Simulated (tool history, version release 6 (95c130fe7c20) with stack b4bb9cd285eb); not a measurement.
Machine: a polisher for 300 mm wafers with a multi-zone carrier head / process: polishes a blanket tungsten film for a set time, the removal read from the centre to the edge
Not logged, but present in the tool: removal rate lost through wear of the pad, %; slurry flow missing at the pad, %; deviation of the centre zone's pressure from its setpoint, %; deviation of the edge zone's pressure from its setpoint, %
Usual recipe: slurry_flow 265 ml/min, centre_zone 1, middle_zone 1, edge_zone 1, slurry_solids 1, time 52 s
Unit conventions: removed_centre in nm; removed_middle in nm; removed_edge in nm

run   hour  slurry_flow  centre_zone  middle_zone  edge_zone  slurry_solids  time  wafers since the last listed run  wafers polished on this pad  hours since the slurry nozzle was cleaned  hours since the centre zone pressure was calibrated  hours since the edge zone pressure was calibrated  hours since the carrier head's membrane was replaced  incoming thickness of the incoming film, nm  removed_centre  removed_middle  removed_edge
  1      0          265            1            1          1            1.1    62                                 0                         1208                                      432.4                                                939.4                                               56.7                                                1519.9                                       1336.7           341.7           348.7           344
       6.5  -- carrier head's membrane replaced by a new one
  2   12.4          265            1            1       0.97              1    52                                69                         1278                                      444.8                                                951.8                                               69.1                                                   5.9                                         1314           282.8           286.6         274.2
  3   24.6          265            1            1       0.97              1    52                               114                         1392                                        457                                                  964                                               81.3                                                  18.1                                       1324.8           284.5           285.4         278.5
      39.9  -- worn pad replaced by a new one
  4   40.6          265            1            1          1              1    52                               112                            6                                        473                                                  980                                               97.3                                                  34.1                                       1313.9           278.9           288.1         280.4
  5   66.9          265            1            1          1              1    52                               247                          253                                      499.3                                               1006.3                                              123.6                                                  60.4                                       1302.4           281.5           284.3         288.4
  6   85.7          265            1            1          1              1    52                               176                          430                                      518.1                                               1025.1                                              142.4                                                  79.2                                         1303           282.7           285.6         276.8
  7  120.5          265            1            1          1              1    52                               327                          757                                      552.9                                               1059.9                                              177.2                                                   114                                       1325.3           277.4           288.7         285.3
     122.7  -- slurry nozzle cleaned
  8  184.2          265            1            1          1              1    52                               589                         1347                                       61.5                                               1123.6                                              240.9                                                 177.7                                       1296.3           284.5           285.6         294.6
     197.1  -- centre zone pressure recalibrated
  9  210.7          265         1.11            1          1              1    52                               230                         1578                                         88                                                 13.6                                              267.4                                                 204.2                                       1314.9           314.8           282.1         274.5
     227.9  -- worn pad replaced by a new one
 10  229.3          265         0.94         1.12       0.91              1    52                               137                           12                                      106.6                                                 32.2                                                286                                                 222.8                                       1319.6           262.2           316.6         271.4
 11  248.8          265            1            1          1              1    52                               183                          196                                      126.1                                                 51.7                                              305.5                                                 242.3                                       1299.5           279.4           283.4         289.7
 12    272          265            1         0.93          1              1    47                               218                          414                                      149.3                                                 74.9                                              328.7                                                 265.5                                       1292.9           258.7           244.6         257.5
 13  326.5          265            1            1          1              1    52                               512                          927                                      203.8                                                129.4                                              383.2                                                   320                                       1299.9           285.8             288         288.6
 14  354.8          265            1            1          1              1    66                               266                         1193                                      232.1                                                157.7                                              411.5                                                 348.3                                         1330           360.5           359.9         363.4
     379.9  -- worn pad replaced by a new one
 15  380.4          265            1            1          1              1    52                               203                            5                                      257.7                                                183.3                                              437.1                                                 373.9                                       1320.1           282.7             285         292.1
 16  399.9          220            1            1       0.93           1.25    52                               183                          188                                      277.2                                                202.8                                              456.6                                                 393.4                                         1299           294.9           298.3         292.8
 17  413.6          290         1.05            1          1              1    64                               128                          317                                      290.9                                                216.5                                              470.3                                                 407.1                                       1306.8           365.9           349.1         347.1
 18    441          265            1         1.08       0.94              1    52                               257                          575                                      318.3                                                243.9                                              497.7                                                 434.5                                         1290           286.3           309.5         274.6
 19  464.5          180          1.1         0.96       0.96              1    52                               221                          796                                      341.8                                                267.4                                              521.2                                                   458                                       1303.4           293.2           264.2         277.5
 20  480.8          265            1            1       1.09              1    52                               153                          949                                      358.1                                                283.7                                              537.5                                                 474.3                                       1290.3           275.7           286.3         290.5
 21  510.5          265            1            1          1              1    52                               279                         1229                                      387.8                                                313.4                                              567.2                                                   504                                       1280.6           274.7           286.3         286.4
 22  534.8          265         1.11            1          1            1.1    52                               228                         1457                                      412.1                                                337.7                                              591.5                                                 528.3                                       1299.4           324.3           293.1         291.8

What if the next run were any one of these 4? Each begins from the tool's condition after run 22:
  A  535.2          265            1         1.06          1              1    52                                 3                         1461                                      412.5                                                338.1                                              591.9                                                 528.7                                       1319.4               ?               ?             ?
  B  535.2          265            1         1.09          1              1    52                                 3                         1461                                      412.5                                                338.1                                              591.9                                                 528.7                                       1319.4               ?               ?             ?
  C  535.2          230            1            1          1              1    45                                 3                         1461                                      412.5                                                338.1                                              591.9                                                 528.7                                       1319.4               ?               ?             ?
  D  535.2          235         0.96            1       1.05              1    52                                 3                         1461                                      412.5                                                338.1                                              591.9                                                 528.7                                       1319.4               ?               ?             ?

run  removed_centre  removed_middle  removed_edge
  A           285.3           301.2         285.2
  B           285.3           308.5           285
  C           242.5           244.3         244.1
  D           269.7             283         287.5
Without the tool's hidden state the same runs would have given:
run  removed_centre  removed_middle  removed_edge
  A           285.3           301.2         285.2
  B           285.3           308.5           285
  C           242.5           244.3         244.1
  D           269.7             283         287.5
